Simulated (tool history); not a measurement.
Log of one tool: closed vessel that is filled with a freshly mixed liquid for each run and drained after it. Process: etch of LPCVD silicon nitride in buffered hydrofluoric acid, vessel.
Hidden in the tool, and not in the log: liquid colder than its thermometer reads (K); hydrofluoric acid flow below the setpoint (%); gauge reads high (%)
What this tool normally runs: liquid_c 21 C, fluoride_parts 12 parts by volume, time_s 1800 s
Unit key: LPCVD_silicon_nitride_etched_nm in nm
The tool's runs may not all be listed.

| run | hour | liquid_c | fluoride_parts | time_s | wafers since the last listed run | hours since the thermometer was replaced | hours since the hydrofluoric acid flow meter was replaced | hours since the gauge calibration | read-back film thickness of the LPCVD silicon nitride reference wafer, read on the same gauge (nm) | LPCVD_silicon_nitride_etched_nm |
|---|---|---|---|---|---|---|---|---|---|---|
| 1 | 0 | 21 | 12 | 1800 | 0 | 1049.5 | 892.7 | 309 | 90.03 | 16.61 |
| 2 | 26.9 | 19.5 | 12 | 1800 | 1396 | 1076.4 | 919.6 | 335.9 | 89.96 | 15.38 |
| 3 | 49.4 | 19.5 | 12 | 1800 | 1167 | 1098.9 | 942.1 | 358.4 | 90.04 | 15.17 |
| 4 | 82.5 | 19.5 | 12 | 1800 | 1718 | 1132 | 975.2 | 391.5 | 90.02 | 15.18 |
| 5 | 101.1 | 17 | 12 | 1800 | 965 | 1150.6 | 993.8 | 410.1 | 90.03 | 13.2 |
| 6 | 125.5 | 17 | 12 | 1800 | 1266 | 1175 | 1018.2 | 434.5 | 89.99 | 13.11 |
| 7 | 160.2 | 17 | 12 | 1800 | 1801 | 1209.7 | 1052.9 | 469.2 | 89.99 | 13.14 |
| 8 | 199.2 | 21 | 12 | 1800 | 2024 | 1248.7 | 1091.9 | 508.2 | 90 | 16.43 |
| 9 | 246.8 | 21 | 12 | 1800 | 2470 | 1296.3 | 1139.5 | 555.8 | 90 | 16.38 |
| 10 | 272.9 | 21 | 12 | 1800 | 1354 | 1322.4 | 1165.6 | 581.9 | 90.03 | 16.48 |
| 11 | 301.5 | 21 | 12 | 1800 | 1484 | 1351 | 1194.2 | 610.5 | 89.98 | 16.44 |
|  | 317.1 | gauge calibrated |
| 12 | 336.5 | 21 | 12 | 1800 | 1816 | 1386 | 1229.2 | 19.4 | 90 | 16.4 |
| 13 | 355.8 | 21 | 12 | 1800 | 1001 | 1405.3 | 1248.5 | 38.7 | 90.02 | 16.33 |
| 14 | 388.1 | 18.5 | 10 | 2740 | 1676 | 1437.6 | 1280.8 | 71 | 90 | 26.02 |
|  | 395.4 | thermometer replaced |
| 15 | 416.9 | 18.5 | 16 | 925 | 1443 | 21.5 | 1309.6 | 99.8 | 90.03 | 5.85 |
|  | 441.1 | hydrofluoric acid flow meter replaced |
| 16 | 443.6 | 23.5 | 9.5 | 2685 | 1334 | 48.2 | 2.5 | 126.5 | 89.95 | 36.73 |
| 17 | 469.1 | 21 | 12 | 1800 | 1323 | 73.7 | 28 | 152 | 89.99 | 17.37 |
| 18 | 495.1 | 17.5 | 12 | 745 | 1349 | 99.7 | 54 | 178 | 90.03 | 5.86 |
| 19 | 525.6 | 17.5 | 10 | 2735 | 1583 | 130.2 | 84.5 | 208.5 | 90.01 | 25.81 |
| 20 | 555.6 | 24 | 12 | 1800 | 1557 | 160.2 | 114.5 | 238.5 | 89.96 | 20.34 |
| 21 | 571.8 | 21 | 13.5 | 1800 | 840 | 176.4 | 130.7 | 254.7 | 90.03 | 15.47 |
| 22 | 585.9 | 21 | 12 | 1800 | 731 | 190.5 | 144.8 | 268.8 | 90.03 | 17.37 |
| 23 | 598.5 | 21 | 14 | 1800 | 654 | 203.1 | 157.4 | 281.4 | 90.04 | 14.99 |
| 24 | 622.7 | 21 | 9.5 | 1800 | 1256 | 227.3 | 181.6 | 305.6 | 90 | 21.17 |
| 25 | 635 | 21 | 12 | 1800 | 638 | 239.6 | 193.9 | 317.9 | 90 | 17.19 |
| 26 | 657.3 | 26 | 16 | 2335 | 1157 | 261.9 | 216.2 | 340.2 | 90.03 | 22.31 |

For each run, what was the tool's unlogged condition?
hydrofluoric acid flow below the setpoint (%): 0 on each run
gauge reads high (%): 0 on each run
H1: liquid colder than its thermometer reads (K)
| run | H1 |
|---|---|
| 1 | 0.893 |
| 2 | 0.915 |
| 3 | 0.934 |
| 4 | 0.961 |
| 5 | 0.977 |
| 6 | 0.997 |
| 7 | 1.03 |
| 8 | 1.06 |
| 9 | 1.1 |
| 10 | 1.12 |
| 11 | 1.14 |
| 12 | 1.17 |
| 13 | 1.19 |
| 14 | 1.22 |
| 15 | 0.023 |
| 16 | 0.0452 |
| 17 | 0.0665 |
| 18 | 0.0881 |
| 19 | 0.113 |
| 20 | 0.138 |
| 21 | 0.152 |
| 22 | 0.164 |
| 23 | 0.174 |
| 24 | 0.194 |
| 25 | 0.204 |
| 26 | 0.223 |
